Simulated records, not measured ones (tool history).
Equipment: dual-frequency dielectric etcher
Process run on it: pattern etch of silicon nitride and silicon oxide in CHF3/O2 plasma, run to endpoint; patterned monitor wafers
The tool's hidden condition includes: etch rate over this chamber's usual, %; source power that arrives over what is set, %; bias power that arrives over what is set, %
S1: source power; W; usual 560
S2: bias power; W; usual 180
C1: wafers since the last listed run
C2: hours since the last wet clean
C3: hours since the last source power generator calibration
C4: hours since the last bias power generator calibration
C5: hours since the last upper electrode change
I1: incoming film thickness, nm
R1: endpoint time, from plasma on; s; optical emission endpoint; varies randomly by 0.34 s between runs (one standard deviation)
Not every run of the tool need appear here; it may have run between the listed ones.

{"run": 1, "hour": 0.0, "S1": 560, "S2": 180, "C1": 0, "C2": 477.2, "C3": 4218.1, "C4": 3525.4, "C5": 2852.9, "I1": 171.7, "R1": 112.3}
{"run": 2, "hour": 26.0, "S1": 560, "S2": 180, "C1": 121, "C2": 503.2, "C3": 4244.1, "C4": 3551.4, "C5": 2878.9, "I1": 171.1, "R1": 111.9}
{"run": 3, "hour": 42.5, "S1": 610, "S2": 194, "C1": 76, "C2": 519.7, "C3": 4260.6, "C4": 3567.9, "C5": 2895.4, "I1": 171.7, "R1": 105.5}
{"run": 4, "hour": 64.1, "S1": 610, "S2": 194, "C1": 100, "C2": 541.3, "C3": 4282.2, "C4": 3589.5, "C5": 2917, "I1": 172.8, "R1": 106}
{"hour": 90.1, "done": "bias power generator calibrated"}
{"hour": 92.8, "done": "source power generator calibrated"}
{"hour": 102.1, "done": "upper electrode replaced"}
{"run": 5, "hour": 102.6, "S1": 500, "S2": 180, "C1": 105, "C2": 579.8, "C3": 9.8, "C4": 12.5, "C5": 0.5, "I1": 172.5, "R1": 118}
{"run": 6, "hour": 126.4, "S1": 500, "S2": 180, "C1": 111, "C2": 603.6, "C3": 33.6, "C4": 36.3, "C5": 24.3, "I1": 172.3, "R1": 117.8}
{"run": 7, "hour": 142.9, "S1": 500, "S2": 180, "C1": 76, "C2": 620.1, "C3": 50.1, "C4": 52.8, "C5": 40.8, "I1": 172.4, "R1": 117.1}
{"hour": 174.3, "done": "wet clean of the chamber"}
{"run": 8, "hour": 174.8, "S1": 500, "S2": 180, "C1": 36, "C2": 0.5, "C3": 82, "C4": 84.7, "C5": 72.7, "I1": 170.1, "R1": 117.3}
{"run": 9, "hour": 190.9, "S1": 480, "S2": 143, "C1": 75, "C2": 16.6, "C3": 98.1, "C4": 100.8, "C5": 88.8, "I1": 171.9, "R1": 128.8}
{"run": 10, "hour": 203.1, "S1": 460, "S2": 213, "C1": 56, "C2": 28.8, "C3": 110.3, "C4": 113, "C5": 101, "I1": 171.6, "R1": 116.4}
{"run": 11, "hour": 232.5, "S1": 490, "S2": 154, "C1": 137, "C2": 58.2, "C3": 139.7, "C4": 142.4, "C5": 130.4, "I1": 172, "R1": 125.4}
{"run": 12, "hour": 257.7, "S1": 560, "S2": 180, "C1": 117, "C2": 83.4, "C3": 164.9, "C4": 167.6, "C5": 155.6, "I1": 171.7, "R1": 113.1}
{"run": 13, "hour": 280.9, "S1": 490, "S2": 168, "C1": 108, "C2": 106.6, "C3": 188.1, "C4": 190.8, "C5": 178.8, "I1": 171.4, "R1": 121.7}
{"run": 14, "hour": 294.7, "S1": 680, "S2": 180, "C1": 64, "C2": 120.4, "C3": 201.9, "C4": 204.6, "C5": 192.6, "I1": 171.3, "R1": 103.9}

3 ways to go on from here, each from the tool as it stands after run 14. What would each give?
{"run": "A", "hour": 295.2, "S1": 560, "S2": 153, "C1": 2, "C2": 120.9, "C3": 202.4, "C4": 205.1, "C5": 193.1, "I1": 170.7, "R1": "?"}
{"run": "B", "hour": 295.2, "S1": 670, "S2": 151, "C1": 2, "C2": 120.9, "C3": 202.4, "C4": 205.1, "C5": 193.1, "I1": 170.7, "R1": "?"}
{"run": "C", "hour": 295.2, "S1": 660, "S2": 167, "C1": 2, "C2": 120.9, "C3": 202.4, "C4": 205.1, "C5": 193.1, "I1": 170.7, "R1": "?"}

run=A R1=117.4
run=B R1=109.4
run=C R1=106.8
Take away the tool's hidden state, keep each run's random variation, and the runs would have read:
run=A R1=119.1
run=B R1=111
run=C R1=108.4

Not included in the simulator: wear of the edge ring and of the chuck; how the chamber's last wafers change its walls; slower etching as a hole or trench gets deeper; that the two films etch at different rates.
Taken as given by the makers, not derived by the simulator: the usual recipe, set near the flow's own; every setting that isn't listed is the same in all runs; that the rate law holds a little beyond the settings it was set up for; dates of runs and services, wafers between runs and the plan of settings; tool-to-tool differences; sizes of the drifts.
